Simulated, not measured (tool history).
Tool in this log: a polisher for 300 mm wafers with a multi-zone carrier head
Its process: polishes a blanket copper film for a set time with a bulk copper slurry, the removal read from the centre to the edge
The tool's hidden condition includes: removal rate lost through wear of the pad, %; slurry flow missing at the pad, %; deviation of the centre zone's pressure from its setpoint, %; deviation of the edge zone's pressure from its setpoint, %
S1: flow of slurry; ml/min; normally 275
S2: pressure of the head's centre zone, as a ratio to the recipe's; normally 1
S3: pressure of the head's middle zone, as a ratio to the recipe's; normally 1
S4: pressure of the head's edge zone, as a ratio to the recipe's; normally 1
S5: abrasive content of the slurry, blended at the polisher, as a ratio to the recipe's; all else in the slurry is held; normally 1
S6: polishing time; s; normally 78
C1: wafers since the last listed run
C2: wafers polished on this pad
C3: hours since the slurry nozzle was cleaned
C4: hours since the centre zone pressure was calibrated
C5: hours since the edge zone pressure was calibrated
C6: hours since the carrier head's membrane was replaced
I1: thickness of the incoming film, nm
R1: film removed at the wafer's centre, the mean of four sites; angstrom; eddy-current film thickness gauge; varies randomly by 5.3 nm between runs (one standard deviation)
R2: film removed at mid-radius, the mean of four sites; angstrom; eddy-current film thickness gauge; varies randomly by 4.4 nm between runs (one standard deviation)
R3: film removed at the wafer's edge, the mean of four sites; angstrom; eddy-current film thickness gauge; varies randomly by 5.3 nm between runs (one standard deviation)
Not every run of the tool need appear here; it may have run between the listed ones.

| run | hour | S1 | S2 | S3 | S4 | S5 | S6 | C1 | C2 | C3 | C4 | C5 | C6 | I1 | R1 | R2 | R3 |
|---|---|---|---|---|---|---|---|---|---|---|---|---|---|---|---|---|---|
| 1 | 0 | 275 | 1 | 1 | 1 | 1 | 78 | 0 | 1091 | 25.9 | 1293.1 | 1139.1 | 940.5 | 3631.2 | 5461 | 5244 | 5387 |
|  | 16.3 | worn pad replaced by a new one |
| 2 | 32.2 | 275 | 1 | 1 | 1 | 1 | 78 | 170 | 95 | 58.1 | 1325.3 | 1171.3 | 972.7 | 3610.5 | 5731 | 5406 | 5534 |
|  | 44.3 | centre zone pressure recalibrated |
| 3 | 59.9 | 275 | 1.08 | 1 | 1 | 1 | 78 | 155 | 250 | 85.8 | 15.6 | 1199 | 1000.4 | 3627 | 6087 | 5511 | 5694 |
| 4 | 84.8 | 275 | 1.08 | 1 | 1 | 1 | 78 | 150 | 401 | 110.7 | 40.5 | 1223.9 | 1025.3 | 3589.7 | 6085 | 5351 | 5483 |
| 5 | 115.6 | 275 | 1.08 | 1 | 1 | 1 | 78 | 185 | 587 | 141.5 | 71.3 | 1254.7 | 1056.1 | 3620.6 | 6031 | 5423 | 5450 |
| 6 | 147.8 | 275 | 1 | 1 | 1 | 1 | 78 | 194 | 781 | 173.7 | 103.5 | 1286.9 | 1088.3 | 3534.6 | 5483 | 5257 | 5354 |
| 7 | 179.2 | 275 | 1 | 1 | 1 | 1 | 78 | 189 | 970 | 205.1 | 134.9 | 1318.3 | 1119.7 | 3549.7 | 5466 | 5309 | 5442 |
|  | 193.1 | worn pad replaced by a new one |
| 8 | 206.7 | 275 | 1.07 | 1 | 1.05 | 1 | 53 | 141 | 82 | 232.6 | 162.4 | 1345.8 | 1147.2 | 3577.2 | 4158 | 3765 | 3836 |
|  | 229.7 | carrier head's membrane replaced by a new one |
| 9 | 240.1 | 275 | 1 | 1 | 1 | 1 | 78 | 171 | 253 | 266 | 195.8 | 1379.2 | 10.4 | 3642.8 | 5639 | 5453 | 5560 |
| 10 | 271.6 | 275 | 1 | 1 | 1 | 1 | 78 | 190 | 443 | 297.5 | 227.3 | 1410.7 | 41.9 | 3555.3 | 5604 | 5386 | 5503 |
|  | 277.9 | slurry nozzle cleaned |
|  | 280.8 | edge zone pressure recalibrated |
| 11 | 286.8 | 275 | 1 | 1 | 1 | 1 | 78 | 73 | 517 | 8.9 | 242.5 | 6 | 57.1 | 3574.1 | 5558 | 5381 | 5427 |
| 12 | 317.6 | 360 | 1 | 1 | 1 | 1 | 99 | 185 | 703 | 39.7 | 273.3 | 36.8 | 87.9 | 3636.1 | 7169 | 7023 | 6973 |
| 13 | 338.5 | 275 | 1 | 1 | 1 | 1 | 78 | 126 | 829 | 60.6 | 294.2 | 57.7 | 108.8 | 3605.3 | 5459 | 5315 | 5396 |
| 14 | 358.9 | 275 | 1 | 1.11 | 1 | 1 | 99 | 123 | 952 | 81 | 314.6 | 78.1 | 129.2 | 3581.9 | 6971 | 7425 | 6843 |
| 15 | 385.3 | 275 | 1 | 1.1 | 1.11 | 1.25 | 96 | 159 | 1111 | 107.4 | 341 | 104.5 | 155.6 | 3520.4 | 6911 | 7168 | 7189 |
| 16 | 411.8 | 315 | 1 | 0.96 | 1 | 1 | 94 | 159 | 1271 | 133.9 | 367.5 | 131 | 182.1 | 3639 | 6611 | 6116 | 6461 |
|  | 417.5 | worn pad replaced by a new one |
| 17 | 427 | 275 | 1 | 1 | 0.89 | 1 | 78 | 67 | 57 | 149.1 | 382.7 | 146.2 | 197.3 | 3586 | 5731 | 5544 | 5354 |
| 18 | 461.9 | 275 | 1 | 0.93 | 1.06 | 1 | 61 | 210 | 267 | 184 | 417.6 | 181.1 | 232.2 | 3591.8 | 4368 | 4044 | 4565 |
| 19 | 480.8 | 275 | 1 | 1 | 1 | 1 | 78 | 114 | 381 | 202.9 | 436.5 | 200 | 251.1 | 3514.2 | 5574 | 5436 | 5478 |
| 20 | 495.8 | 345 | 1 | 1 | 1 | 1.1 | 78 | 90 | 472 | 217.9 | 451.5 | 215 | 266.1 | 3661.6 | 5832 | 5578 | 5717 |
| 21 | 520.5 | 250 | 1.11 | 1 | 1 | 0.85 | 78 | 149 | 621 | 242.6 | 476.2 | 239.7 | 290.8 | 3619.5 | 6057 | 5195 | 5303 |

4 options for the next run, each taken on its own from the tool as it stands now. Forecast them:
| A | 521 | 275 | 1 | 1 | 1 | 0.7 | 78 | 3 | 624 | 243.1 | 476.7 | 240.2 | 291.3 | 3594.5 | ? | ? | ? |
| B | 521 | 275 | 1 | 0.89 | 1 | 0.85 | 90 | 3 | 624 | 243.1 | 476.7 | 240.2 | 291.3 | 3594.5 | ? | ? | ? |
| C | 521 | 275 | 1 | 1 | 1.11 | 1 | 95 | 3 | 624 | 243.1 | 476.7 | 240.2 | 291.3 | 3594.5 | ? | ? | ? |
| D | 521 | 360 | 1 | 0.92 | 0.93 | 1 | 66 | 3 | 624 | 243.1 | 476.7 | 240.2 | 291.3 | 3594.5 | ? | ? | ? |

| run | R1 | R2 | R3 |
|---|---|---|---|
| A | 5372 | 5156 | 5228 |
| B | 6355 | 5538 | 6199 |
| C | 6872 | 6595 | 7043 |
| D | 4915 | 4389 | 4587 |
With no hidden state in the tool, these same runs would have given:
| run | R1 | R2 | R3 |
|---|---|---|---|
| A | 5521 | 5299 | 5373 |
| B | 6532 | 5692 | 6372 |
| C | 7063 | 6778 | 7239 |
| D | 5052 | 4511 | 4714 |
